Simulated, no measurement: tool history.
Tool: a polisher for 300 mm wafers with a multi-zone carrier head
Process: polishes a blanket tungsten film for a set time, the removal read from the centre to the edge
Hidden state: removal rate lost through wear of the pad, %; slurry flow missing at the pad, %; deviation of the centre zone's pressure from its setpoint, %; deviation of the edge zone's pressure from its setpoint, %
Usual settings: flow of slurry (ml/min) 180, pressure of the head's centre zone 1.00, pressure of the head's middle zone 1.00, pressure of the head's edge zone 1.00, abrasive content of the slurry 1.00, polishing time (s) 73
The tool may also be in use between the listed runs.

run	day	flow of slurry (ml/min)	pressure of the head's centre zone	pressure of the head's middle zone	pressure of the head's edge zone	abrasive content of the slurry	polishing time (s)	wafers since the last listed run	wafers polished on this pad	hours since the slurry nozzle was cleaned	hours since the centre zone pressure was calibrated	hours since the edge zone pressure was calibrated	hours since the carrier head's membrane was replaced	incoming thickness of the incoming film, nm	film removed at the wafer's centre (nm)	film removed at mid-radius (nm)	film removed at the wafer's edge (nm)
1	0.000	180	1.00	1.00	1.00	0.80	73	0	1975	467.4	277.8	797.0	703.0	1042.8	262.9	256.6	259.7
2	2.650	220	1.00	0.91	0.95	1.00	87	684	2660	531.0	341.4	860.6	766.6	1026.4	338.1	303.7	326.2
3	4.046	180	1.00	1.00	1.00	1.00	73	360	3020	564.5	374.9	894.1	800.1	1038.0	278.0	267.2	269.5
4	6.512	160	1.00	1.00	1.05	1.00	73	637	3658	623.7	434.1	953.3	859.3	1055.2	267.6	254.1	267.6
5	8.258	180	1.11	1.05	1.00	0.70	53	451	4109	665.6	476.0	995.2	901.2	1026.5	201.7	179.2	171.5
6	9.604	180	1.00	1.00	1.00	1.00	73	347	4457	697.9	508.3	1027.5	933.5	1037.0	269.7	256.9	254.3
# day 11.975: worn pad replaced by a new one
7	12.421	180	1.00	1.00	1.00	1.00	73	684	114	765.5	575.9	1095.1	1001.1	1037.5	283.0	268.0	273.1
# day 12.912: slurry nozzle cleaned
# day 14.296: edge zone pressure recalibrated
# day 14.758: carrier head's membrane replaced by a new one
8	14.892	180	1.00	1.00	1.00	1.00	73	552	667	47.5	635.2	14.3	3.2	1042.7	278.5	267.0	266.4
# day 15.533: centre zone pressure recalibrated
9	16.829	180	1.00	1.00	1.00	0.90	73	479	1146	94.0	31.1	60.8	49.7	1027.5	267.9	265.3	265.0
10	17.950	235	0.92	1.00	1.00	1.25	73	289	1436	120.9	58.0	87.7	76.6	1037.2	285.1	296.4	294.5
11	19.492	180	1.00	1.06	1.12	1.00	73	398	1834	157.9	95.0	124.7	113.6	1041.6	284.2	279.6	282.6
12	22.233	160	1.00	1.04	1.00	1.00	83	708	2543	223.7	160.8	190.5	179.4	1052.1	306.1	306.1	299.8
13	24.783	165	1.00	1.00	1.00	1.00	93	659	3202	284.9	222.0	251.7	240.6	1035.9	337.5	328.2	325.4
14	27.183	180	0.96	1.00	1.00	1.00	73	620	3822	342.5	279.6	309.3	298.2	1047.6	249.6	259.5	262.9
15	29.142	180	1.11	0.95	1.00	1.00	64	506	4328	389.5	326.6	356.3	345.2	1045.8	254.5	213.0	222.8
16	31.267	180	1.12	1.07	1.00	0.90	73	549	4877	440.5	377.6	407.3	396.2	1045.1	285.2	260.2	243.1
# day 33.271: worn pad replaced by a new one
17	33.638	125	1.00	0.96	1.04	1.25	73	569	94	497.4	434.5	464.2	453.1	1040.5	281.7	264.1	280.5
18	35.308	180	1.00	1.00	1.00	1.00	89	431	526	537.5	474.6	504.3	493.2	1043.8	348.6	328.6	331.8
19	37.733	135	1.00	1.00	1.00	1.00	73	626	1153	595.7	532.8	562.5	551.4	1040.8	268.6	259.3	259.8
20	40.021	135	1.10	1.00	0.91	1.15	73	591	1744	650.6	587.7	617.4	606.3	1040.0	304.6	261.8	263.6
# day 41.854: slurry nozzle cleaned
21	42.188	180	1.00	1.00	1.00	1.00	73	549	2293	8.0	639.7	669.4	658.3	1056.2	274.8	271.0	270.2

What the log doesn't show, run by run:
slurry flow missing at the pad, %: 0 in every run
deviation of the centre zone's pressure from its setpoint, %: 0 in every run
deviation of the edge zone's pressure from its setpoint, %: 0 in every run
H1: removal rate lost through wear of the pad, %
run	H1
1	1.48
2	2.46
3	3.1
4	4.42
5	5.5
6	6.42
7	1.63
8	1.8
9	2.11
10	2.36
11	2.79
12	3.8
13	5.02
14	6.41
15	7.72
16	9.32
17	1.14
18	1.22
19	1.54
20	2.07
21	2.78

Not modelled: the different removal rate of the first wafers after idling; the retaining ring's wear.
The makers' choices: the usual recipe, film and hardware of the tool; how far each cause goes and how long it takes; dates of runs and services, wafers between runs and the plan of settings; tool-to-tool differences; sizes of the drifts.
